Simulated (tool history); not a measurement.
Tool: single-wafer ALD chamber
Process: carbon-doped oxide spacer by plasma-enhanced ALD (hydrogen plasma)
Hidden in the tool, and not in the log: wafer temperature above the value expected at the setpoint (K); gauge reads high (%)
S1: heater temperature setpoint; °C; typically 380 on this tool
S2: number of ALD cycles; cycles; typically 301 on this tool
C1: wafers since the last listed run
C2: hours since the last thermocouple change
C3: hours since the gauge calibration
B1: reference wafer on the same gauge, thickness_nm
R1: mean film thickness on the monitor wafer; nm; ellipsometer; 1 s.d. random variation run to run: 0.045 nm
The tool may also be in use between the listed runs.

run 1 day=0 | S1=380 S2=269 | C1=0 C2=521.2 C3=1627.5 | B1=15.4 | R1=13.024
run 2 day=2.596 | S1=380 S2=269 | C1=63 C2=583.5 C3=1689.8 | B1=15.4 | R1=13.049
run 3 day=7.038 | S1=380 S2=269 | C1=108 C2=690.1 C3=1796.4 | B1=15.423 | R1=12.955
run 4 day=9.888 | S1=368 S2=301 | C1=69 C2=758.5 C3=1864.8 | B1=15.399 | R1=14.446
run 5 day=13.467 | S1=380 S2=301 | C1=87 C2=844.4 C3=1950.7 | B1=15.398 | R1=14.48
run 6 day=16.083 | S1=380 S2=301 | C1=63 C2=907.2 C3=2013.5 | B1=15.404 | R1=14.509
-- day=19.971 thermocouple changed; heater temperature recalibrated
run 7 day=27.417 | S1=380 S2=301 | C1=268 C2=178.7 C3=2285.5 | B1=15.42 | R1=14.524
run 8 day=29.779 | S1=380 S2=272 | C1=57 C2=235.4 C3=2342.2 | B1=15.406 | R1=13.165
run 9 day=32.775 | S1=380 S2=348 | C1=73 C2=307.3 C3=2414.1 | B1=15.396 | R1=16.918
run 10 day=36.788 | S1=380 S2=348 | C1=97 C2=403.6 C3=2510.4 | B1=15.417 | R1=16.841
-- day=38.746 gauge calibrated
run 11 day=40.229 | S1=380 S2=348 | C1=84 C2=486.2 C3=35.6 | B1=15.395 | R1=16.865
run 12 day=42.792 | S1=380 S2=301 | C1=62 C2=547.7 C3=97.1 | B1=15.399 | R1=14.499
run 13 day=47.183 | S1=392 S2=301 | C1=107 C2=653.1 C3=202.5 | B1=15.415 | R1=14.517
run 14 day=49.333 | S1=392 S2=301 | C1=52 C2=704.7 C3=254.1 | B1=15.387 | R1=14.465
run 15 day=51.192 | S1=392 S2=301 | C1=45 C2=749.3 C3=298.7 | B1=15.379 | R1=14.526
run 16 day=55.179 | S1=390 S2=301 | C1=97 C2=845 C3=394.4 | B1=15.391 | R1=14.487
run 17 day=58.342 | S1=380 S2=301 | C1=77 C2=920.9 C3=470.3 | B1=15.384 | R1=14.463
run 18 day=62.725 | S1=380 S2=254 | C1=107 C2=1026.1 C3=575.5 | B1=15.394 | R1=12.245
-- day=64.712 thermocouple changed; heater temperature recalibrated
run 19 day=64.733 | S1=388 S2=277 | C1=40 C2=0.5 C3=623.7 | B1=15.392 | R1=13.36
run 20 day=66.117 | S1=386 S2=326 | C1=33 C2=33.7 C3=656.9 | B1=15.396 | R1=15.792
run 21 day=68.217 | S1=380 S2=301 | C1=51 C2=84.1 C3=707.3 | B1=15.391 | R1=14.502
run 22 day=71.479 | S1=380 S2=301 | C1=79 C2=162.4 C3=785.6 | B1=15.411 | R1=14.583
run 23 day=74.092 | S1=388 S2=356 | C1=63 C2=225.1 C3=848.3 | B1=15.375 | R1=17.221
run 24 day=78.279 | S1=380 S2=301 | C1=102 C2=325.6 C3=948.8 | B1=15.405 | R1=14.542
run 25 day=81.108 | S1=374 S2=255 | C1=69 C2=393.5 C3=1016.7 | B1=15.402 | R1=12.347
run 26 day=83.633 | S1=374 S2=336 | C1=61 C2=454.1 C3=1077.3 | B1=15.401 | R1=16.203
run 27 day=86.883 | S1=391 S2=277 | C1=79 C2=532.1 C3=1155.3 | B1=15.406 | R1=13.388
run 28 day=91.817 | S1=380 S2=348 | C1=120 C2=650.5 C3=1273.7 | B1=15.397 | R1=16.716
run 29 day=95.312 | S1=391 S2=301 | C1=85 C2=734.4 C3=1357.6 | B1=15.412 | R1=14.566
run 30 day=99.092 | S1=380 S2=242 | C1=92 C2=825.1 C3=1448.3 | B1=15.403 | R1=11.599

Predict the results of run 31:
run 31 day=101.033 | S1=380 S2=301 | C1=47 C2=871.7 C3=1494.9 | B1=? | R1=?

B1: 15.399
R1: 14.546 nm
Minus the tool's unlogged condition, the same run would have read R1 14.546 nm.
